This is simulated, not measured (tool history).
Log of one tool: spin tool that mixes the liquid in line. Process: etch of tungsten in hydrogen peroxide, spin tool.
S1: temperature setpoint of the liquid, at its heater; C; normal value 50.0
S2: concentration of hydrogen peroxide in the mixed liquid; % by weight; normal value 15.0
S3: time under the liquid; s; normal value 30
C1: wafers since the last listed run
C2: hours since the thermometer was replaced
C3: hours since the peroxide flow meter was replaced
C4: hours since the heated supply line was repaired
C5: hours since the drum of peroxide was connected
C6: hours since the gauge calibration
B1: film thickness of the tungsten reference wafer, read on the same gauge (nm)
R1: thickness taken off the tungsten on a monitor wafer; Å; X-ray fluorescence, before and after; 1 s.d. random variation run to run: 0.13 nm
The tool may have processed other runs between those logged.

| run | day | S1 | S2 | S3 | C1 | C2 | C3 | C4 | C5 | C6 | B1 | R1 |
|---|---|---|---|---|---|---|---|---|---|---|---|---|
| 1 | 0.000 | 50.0 | 15.0 | 30 | 0 | 1440.0 | 1535.2 | 1925.3 | 324.5 | 1612.6 | 40.01 | 268.4 |
|  | 1.358 | thermometer replaced |
| 2 | 1.592 | 50.0 | 15.0 | 30 | 535 | 5.6 | 1573.4 | 1963.5 | 362.7 | 1650.8 | 40.04 | 267.3 |
| 3 | 3.454 | 50.0 | 15.0 | 30 | 643 | 50.3 | 1618.1 | 2008.2 | 407.4 | 1695.5 | 39.99 | 266.9 |
| 4 | 6.412 | 54.5 | 19.0 | 50 | 1021 | 121.3 | 1689.1 | 2079.2 | 478.4 | 1766.5 | 40.01 | 648.6 |
| 5 | 8.312 | 50.0 | 15.0 | 30 | 656 | 166.9 | 1734.7 | 2124.8 | 524.0 | 1812.1 | 40.04 | 263.8 |
| 6 | 9.908 | 50.0 | 18.0 | 30 | 551 | 205.2 | 1773.0 | 2163.1 | 562.3 | 1850.4 | 39.99 | 288.4 |
| 7 | 11.900 | 50.0 | 15.0 | 30 | 687 | 253.0 | 1820.8 | 2210.9 | 610.1 | 1898.2 | 40.01 | 260.1 |
|  | 12.621 | new drum of peroxide connected |
| 8 | 13.304 | 56.0 | 12.0 | 30 | 470 | 286.7 | 1854.5 | 2244.6 | 16.4 | 1931.9 | 40.01 | 352.5 |
| 9 | 15.642 | 50.0 | 17.5 | 30 | 807 | 342.8 | 1910.6 | 2300.7 | 72.5 | 1988.0 | 39.99 | 295.6 |
| 10 | 17.800 | 59.0 | 19.0 | 30 | 745 | 394.6 | 1962.4 | 2352.5 | 124.3 | 2039.8 | 40.02 | 519.6 |
|  | 18.946 | gauge calibrated |
| 11 | 19.983 | 50.0 | 15.0 | 30 | 754 | 447.0 | 2014.8 | 2404.9 | 176.7 | 24.9 | 39.96 | 271.9 |
| 12 | 22.188 | 50.0 | 12.5 | 30 | 761 | 499.9 | 2067.7 | 2457.8 | 229.6 | 77.8 | 39.98 | 245.9 |
|  | 22.279 | heated supply line repaired |
| 13 | 24.929 | 50.0 | 15.0 | 30 | 932 | 565.7 | 2133.5 | 63.6 | 295.4 | 143.6 | 40.02 | 269.9 |
| 14 | 26.338 | 56.5 | 17.5 | 20 | 486 | 599.5 | 2167.3 | 97.4 | 329.2 | 177.4 | 40.00 | 287.4 |
| 15 | 28.246 | 50.0 | 15.0 | 30 | 659 | 645.3 | 2213.1 | 143.2 | 375.0 | 223.2 | 40.01 | 266.4 |
| 16 | 29.488 | 50.0 | 13.0 | 25 | 428 | 675.1 | 2242.9 | 173.0 | 404.8 | 253.0 | 40.00 | 208.3 |
|  | 30.567 | peroxide flow meter replaced |
| 17 | 30.646 | 50.0 | 15.0 | 30 | 385 | 702.9 | 1.9 | 200.8 | 432.6 | 280.8 | 40.02 | 267.8 |
| 18 | 32.829 | 50.0 | 18.5 | 20 | 754 | 755.3 | 54.3 | 253.2 | 485.0 | 333.2 | 40.00 | 196.0 |
| 19 | 34.246 | 47.0 | 12.5 | 40 | 489 | 789.3 | 88.3 | 287.2 | 519.0 | 367.2 | 39.99 | 266.2 |
|  | 37.288 | new drum of peroxide connected |
| 20 | 41.379 | 47.0 | 15.0 | 40 | 2449 | 960.5 | 259.5 | 458.4 | 98.2 | 538.4 | 39.94 | 303.9 |
| 21 | 44.012 | 50.0 | 15.0 | 40 | 909 | 1023.7 | 322.7 | 521.6 | 161.4 | 601.6 | 40.00 | 365.3 |
| 22 | 46.375 | 50.0 | 13.0 | 40 | 815 | 1080.4 | 379.4 | 578.3 | 218.1 | 658.3 | 40.04 | 337.2 |
| 23 | 48.992 | 59.0 | 18.5 | 45 | 903 | 1143.2 | 442.2 | 641.1 | 280.9 | 721.1 | 40.02 | 771.9 |
| 24 | 51.492 | 50.0 | 16.5 | 15 | 863 | 1203.2 | 502.2 | 701.1 | 340.9 | 781.1 | 39.97 | 140.7 |
| 25 | 53.804 | 57.5 | 17.5 | 30 | 798 | 1258.7 | 557.7 | 756.6 | 396.4 | 836.6 | 40.00 | 451.8 |
|  | 56.083 | thermometer replaced |
| 26 | 56.671 | 50.0 | 15.0 | 45 | 975 | 14.1 | 626.5 | 825.4 | 465.2 | 905.4 | 39.97 | 401.2 |
| 27 | 58.183 | 50.0 | 13.0 | 40 | 522 | 50.4 | 662.8 | 861.7 | 501.5 | 941.7 | 40.02 | 331.3 |

Alternative continuations, all from the tool just after run 27; predict every row:
| A | 58.200 | 50.0 | 13.5 | 30 | 5 | 50.8 | 663.2 | 862.1 | 501.9 | 942.1 | ? | ? |
| B | 58.200 | 57.0 | 19.5 | 15 | 5 | 50.8 | 663.2 | 862.1 | 501.9 | 942.1 | ? | ? |
| C | 58.200 | 53.0 | 12.0 | 25 | 5 | 50.8 | 663.2 | 862.1 | 501.9 | 942.1 | ? | ? |

| run | B1 | R1 |
|---|---|---|
| A | 40.01 | 250.5 |
| B | 40.01 | 228.8 |
| C | 40.01 | 236.0 |
Take away the tool's hidden state, keep each run's random variation, and the runs would have read:
| run | R1 |
|---|---|
| A | 261.0 |
| B | 238.4 |
| C | 245.9 |
